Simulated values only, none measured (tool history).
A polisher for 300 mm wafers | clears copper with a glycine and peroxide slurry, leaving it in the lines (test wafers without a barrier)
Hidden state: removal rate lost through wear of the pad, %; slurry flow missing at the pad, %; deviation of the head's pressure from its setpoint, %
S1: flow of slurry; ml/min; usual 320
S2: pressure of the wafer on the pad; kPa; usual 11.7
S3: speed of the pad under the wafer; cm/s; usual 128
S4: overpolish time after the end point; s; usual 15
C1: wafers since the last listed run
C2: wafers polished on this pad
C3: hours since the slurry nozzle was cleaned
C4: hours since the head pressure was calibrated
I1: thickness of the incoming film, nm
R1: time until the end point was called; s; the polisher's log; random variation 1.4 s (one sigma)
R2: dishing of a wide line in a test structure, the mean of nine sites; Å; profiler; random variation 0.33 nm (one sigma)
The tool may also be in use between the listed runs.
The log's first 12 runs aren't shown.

{"run": 13, "hour": 403.6, "S1": 265, "S2": 11.7, "S3": 128, "S4": 15, "C1": 149, "C2": 2458, "C3": 474.6, "C4": 848.7, "I1": 354.1, "R1": 103.4, "R2": 245}
{"run": 14, "hour": 421.3, "S1": 420, "S2": 8.3, "S3": 164, "S4": 15, "C1": 199, "C2": 2658, "C3": 492.3, "C4": 866.4, "I1": 348.5, "R1": 99.6, "R2": 252}
{"hour": 433.3, "done": "worn pad replaced by a new one"}
{"run": 15, "hour": 435.9, "S1": 320, "S2": 7.6, "S3": 128, "S4": 9, "C1": 119, "C2": 28, "C3": 506.9, "C4": 881.0, "I1": 354.3, "R1": 107.7, "R2": 180}
{"run": 16, "hour": 463.6, "S1": 355, "S2": 9.0, "S3": 128, "S4": 11, "C1": 312, "C2": 341, "C3": 534.6, "C4": 908.7, "I1": 350.4, "R1": 95.5, "R2": 210}
{"run": 17, "hour": 488.5, "S1": 360, "S2": 9.7, "S3": 98, "S4": 11, "C1": 280, "C2": 621, "C3": 559.5, "C4": 933.6, "I1": 354.4, "R1": 110.5, "R2": 200}
{"run": 18, "hour": 513.9, "S1": 320, "S2": 11.7, "S3": 128, "S4": 15, "C1": 286, "C2": 907, "C3": 584.9, "C4": 959.0, "I1": 350.2, "R1": 92.3, "R2": 264}
{"hour": 523.5, "done": "slurry nozzle cleaned"}
{"run": 19, "hour": 546.7, "S1": 320, "S2": 11.7, "S3": 128, "S4": 15, "C1": 358, "C2": 1266, "C3": 23.2, "C4": 991.8, "I1": 349.5, "R1": 92.9, "R2": 262}
{"run": 20, "hour": 573.4, "S1": 320, "S2": 11.7, "S3": 128, "S4": 15, "C1": 300, "C2": 1566, "C3": 49.9, "C4": 1018.5, "I1": 348.8, "R1": 92.9, "R2": 257}
{"hour": 580.0, "done": "head pressure recalibrated"}
{"run": 21, "hour": 589.7, "S1": 320, "S2": 11.7, "S3": 128, "S4": 24, "C1": 161, "C2": 1728, "C3": 66.2, "C4": 9.7, "I1": 353.8, "R1": 95.2, "R2": 312}
{"run": 22, "hour": 618.4, "S1": 320, "S2": 11.7, "S3": 128, "S4": 15, "C1": 323, "C2": 2051, "C3": 94.9, "C4": 38.4, "I1": 352.8, "R1": 101.4, "R2": 252}
{"run": 23, "hour": 651.7, "S1": 320, "S2": 11.7, "S3": 128, "S4": 15, "C1": 375, "C2": 2426, "C3": 128.2, "C4": 71.7, "I1": 349.1, "R1": 100.1, "R2": 249}
{"hour": 688.8, "done": "worn pad replaced by a new one"}
{"run": 24, "hour": 725.6, "S1": 215, "S2": 7.6, "S3": 114, "S4": 10, "C1": 787, "C2": 414, "C3": 202.1, "C4": 145.6, "I1": 351.1, "R1": 117.3, "R2": 183}
{"run": 25, "hour": 740.9, "S1": 380, "S2": 11.7, "S3": 128, "S4": 15, "C1": 172, "C2": 587, "C3": 217.4, "C4": 160.9, "I1": 347.0, "R1": 86.0, "R2": 268}
{"run": 26, "hour": 770.1, "S1": 320, "S2": 11.7, "S3": 84, "S4": 15, "C1": 329, "C2": 916, "C3": 246.6, "C4": 190.1, "I1": 349.0, "R1": 111.3, "R2": 239}
{"run": 27, "hour": 790.3, "S1": 320, "S2": 11.7, "S3": 140, "S4": 15, "C1": 227, "C2": 1143, "C3": 266.8, "C4": 210.3, "I1": 349.9, "R1": 87.2, "R2": 264}
{"run": 28, "hour": 806.4, "S1": 320, "S2": 11.7, "S3": 128, "S4": 15, "C1": 181, "C2": 1325, "C3": 282.9, "C4": 226.4, "I1": 357.3, "R1": 93.9, "R2": 263}
{"run": 29, "hour": 839.9, "S1": 220, "S2": 11.7, "S3": 168, "S4": 15, "C1": 377, "C2": 1702, "C3": 316.4, "C4": 259.9, "I1": 349.3, "R1": 86.7, "R2": 266}
{"run": 30, "hour": 863.0, "S1": 320, "S2": 11.7, "S3": 128, "S4": 12, "C1": 260, "C2": 1962, "C3": 339.5, "C4": 283.0, "I1": 349.3, "R1": 95.8, "R2": 224}
{"run": 31, "hour": 880.1, "S1": 320, "S2": 14.5, "S3": 128, "S4": 15, "C1": 192, "C2": 2155, "C3": 356.6, "C4": 300.1, "I1": 351.5, "R1": 91.3, "R2": 263}
{"run": 32, "hour": 894.9, "S1": 320, "S2": 11.7, "S3": 128, "S4": 15, "C1": 166, "C2": 2322, "C3": 371.4, "C4": 314.9, "I1": 356.8, "R1": 101.4, "R2": 256}
{"run": 33, "hour": 925.1, "S1": 245, "S2": 11.7, "S3": 128, "S4": 15, "C1": 340, "C2": 2662, "C3": 401.6, "C4": 345.1, "I1": 347.1, "R1": 104.5, "R2": 240}

Forecast each of these 5 alternatives for the next run:
{"run": "A", "hour": 925.6, "S1": 320, "S2": 11.7, "S3": 108, "S4": 15, "C1": 5, "C2": 2668, "C3": 402.1, "C4": 345.6, "I1": 343.7, "R1": "?", "R2": "?"}
{"run": "B", "hour": 925.6, "S1": 320, "S2": 9.7, "S3": 128, "S4": 15, "C1": 5, "C2": 2668, "C3": 402.1, "C4": 345.6, "I1": 343.7, "R1": "?", "R2": "?"}
{"run": "C", "hour": 925.6, "S1": 355, "S2": 11.7, "S3": 108, "S4": 15, "C1": 5, "C2": 2668, "C3": 402.1, "C4": 345.6, "I1": 343.7, "R1": "?", "R2": "?"}
{"run": "D", "hour": 925.6, "S1": 320, "S2": 11.7, "S3": 128, "S4": 20, "C1": 5, "C2": 2668, "C3": 402.1, "C4": 345.6, "I1": 343.7, "R1": "?", "R2": "?"}
{"run": "E", "hour": 925.6, "S1": 275, "S2": 11.7, "S3": 128, "S4": 15, "C1": 5, "C2": 2668, "C3": 402.1, "C4": 345.6, "I1": 343.7, "R1": "?", "R2": "?"}

run=A R1=112.2 R2=242
run=B R1=110.2 R2=243
run=C R1=111.0 R2=243
run=D R1=102.7 R2=286
run=E R1=104.7 R2=249
Without the tool's hidden state the same runs would have given:
run=A R1=97.6 R2=260
run=B R1=95.9 R2=261
run=C R1=96.6 R2=262
run=D R1=89.3 R2=301
run=E R1=91.1 R2=266
